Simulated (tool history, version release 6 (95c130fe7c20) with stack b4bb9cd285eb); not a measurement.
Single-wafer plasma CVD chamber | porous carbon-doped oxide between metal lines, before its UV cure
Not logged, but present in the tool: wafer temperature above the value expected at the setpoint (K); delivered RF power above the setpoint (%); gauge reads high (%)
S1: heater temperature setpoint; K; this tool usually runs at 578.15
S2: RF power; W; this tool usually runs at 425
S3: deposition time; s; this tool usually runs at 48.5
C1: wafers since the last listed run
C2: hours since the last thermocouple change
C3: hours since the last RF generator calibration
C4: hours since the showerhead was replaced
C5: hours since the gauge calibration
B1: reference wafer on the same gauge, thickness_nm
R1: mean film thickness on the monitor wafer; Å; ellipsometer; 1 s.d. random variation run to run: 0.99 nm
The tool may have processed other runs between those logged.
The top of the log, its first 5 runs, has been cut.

run,hour,S1,S2,S3,C1,C2,C3,C4,C5,B1,R1
6,398.2,578.15,425,48.5,2200,1222.2,1942.7,1837.3,2189.3,261.925,2361.95
# hour 439.1: thermocouple changed; heater temperature recalibrated
# hour 465.0: gauge calibrated
7,490.9,578.15,425,48.5,2528,51.8,2035.4,1930.0,25.9,261.976,2342.84
8,569.0,578.15,445,48.5,2331,129.9,2113.5,2008.1,104.0,262.383,2452.73
9,605.4,578.15,445,48.5,1086,166.3,2149.9,2044.5,140.4,262.210,2441.79
10,709.8,587.15,425,48.5,3117,270.7,2254.3,2148.9,244.8,262.037,2236.94
11,798.4,582.15,460,44.2,2645,359.3,2342.9,2237.5,333.4,261.624,2256.50
12,853.5,583.15,505,41.7,1645,414.4,2398.0,2292.6,388.5,262.191,2316.12
# hour 940.9: RF generator calibrated
13,951.5,592.15,425,45.5,2687,512.4,10.6,2390.6,486.5,262.308,2132.58
14,1021.9,587.15,365,55.0,2101,582.8,81.0,2461.0,556.9,262.113,2255.49
15,1125.2,587.15,425,53.5,3084,686.1,184.3,2564.3,660.2,262.067,2562.75
16,1184.4,578.15,510,48.5,1767,745.3,243.5,2623.5,719.4,262.232,2850.95
# hour 1196.6: showerhead replaced
17,1274.9,590.15,490,56.4,2463,835.8,334.0,78.3,809.9,262.189,2991.32
18,1353.3,578.15,425,39.9,2340,914.2,412.4,156.7,888.3,262.064,1990.81
19,1394.4,569.15,400,55.1,1227,955.3,453.5,197.8,929.4,262.005,2687.37
20,1445.2,578.15,365,41.0,1516,1006.1,504.3,248.6,980.2,262.133,1748.84

For run 21, what comes out?
21,1491.2,578.15,425,48.5,1373,1052.1,550.3,294.6,1026.2,?,?

B1: 261.748
R1: 2402.44 Å
Take away the tool's hidden state, keep the run-to-run variation as it was, and the same run would have given R1 2429.84 Å.
